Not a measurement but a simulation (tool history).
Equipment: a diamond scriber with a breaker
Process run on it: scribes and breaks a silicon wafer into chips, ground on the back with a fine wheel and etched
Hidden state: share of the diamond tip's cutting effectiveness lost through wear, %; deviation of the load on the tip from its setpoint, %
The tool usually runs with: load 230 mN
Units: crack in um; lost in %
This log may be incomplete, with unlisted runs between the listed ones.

run	hour	load	wafers since the last listed run	hours since the diamond tip was replaced	hours since the load on the tip was calibrated	incoming depth of the damage left on the back of the incoming wafer, um	crack	lost
1	0	230	0	201.4	491.2	0.61	11.15	1.65
2	29.5	230	130	230.9	520.7	0.46	10.98	1.55
3	47.7	272	80	249.1	538.9	0.72	12.1	3.55
4	65.7	272	79	267.1	556.9	0.79	11.88	4.04
5	79.6	272	61	281	570.8	0.32	12.07	3.36
6	129.9	271	222	331.3	621.1	0.77	12.16	3.18
7	160.4	271	135	361.8	651.6	0.79	12.1	3.34
8	189.7	192	129	391.1	680.9	0.31	9.89	3.57
9	208.1	192	81	409.5	699.3	0.64	9.89	3.82
10	234.2	230	115	435.6	725.4	0.39	11.17	1.78
11	259	230	109	460.4	750.2	0.5	10.99	1.76
12	302.7	230	193	504.1	793.9	0.68	11.15	1.92
13	317.1	181	63	518.5	808.3	0.51	9.62	5.73
14	347.6	181	135	549	838.8	0.73	9.5	4.91
15	366.6	181	84	568	857.8	0.6	9.59	4.92
16	382.2	262	69	583.6	873.4	0.78	11.96	3.03
17	398.1	230	70	599.5	889.3	0.47	10.94	1.55
18	416.3	288	80	617.7	907.5	0.47	12.59	5.16
19	448.5	250	142	649.9	939.7	0.56	11.51	1.84
20	476.9	249	125	678.3	968.1	0.8	11.37	2.17
21	501.2	180	107	702.6	992.4	0.75	9.49	5.05
22	517.8	176	73	719.2	1009	0.56	9.51	6.54
# hour 530.2: diamond tip replaced by a new one
23	531.7	164	52	1.5	1022.9	0.53	8.84	8.08
# hour 554: load on the tip recalibrated
24	566.9	263	147	36.7	12.9	0.4	11.85	2.64
25	593.1	230	116	62.9	39.1	0.42	11.01	1.68
26	618.2	187	111	88	64.2	0.39	9.7	4.57
27	653.8	169	157	123.6	99.8	0.43	9.09	7.4
28	667.6	230	61	137.4	113.6	0.65	11.01	1.58
29	684.2	255	73	154	130.2	0.64	11.55	2.31
30	705.2	183	93	175	151.2	0.53	9.61	4.82
31	740.5	284	156	210.3	186.5	0.62	12.53	4.34

Predict each of these 3 candidate next runs independently; none follows another, all start after run 31:
A	741	286	2	210.8	187	0.34	?	?
B	741	256	2	210.8	187	0.34	?	?
C	741	191	2	210.8	187	0.34	?	?

run	crack	lost
A	12.32	4.73
B	11.53	2.42
C	9.71	3.81
Without the tool's hidden state the same runs would have given:
run	crack	lost
A	12.32	4.73
B	11.53	2.42
C	9.71	3.81

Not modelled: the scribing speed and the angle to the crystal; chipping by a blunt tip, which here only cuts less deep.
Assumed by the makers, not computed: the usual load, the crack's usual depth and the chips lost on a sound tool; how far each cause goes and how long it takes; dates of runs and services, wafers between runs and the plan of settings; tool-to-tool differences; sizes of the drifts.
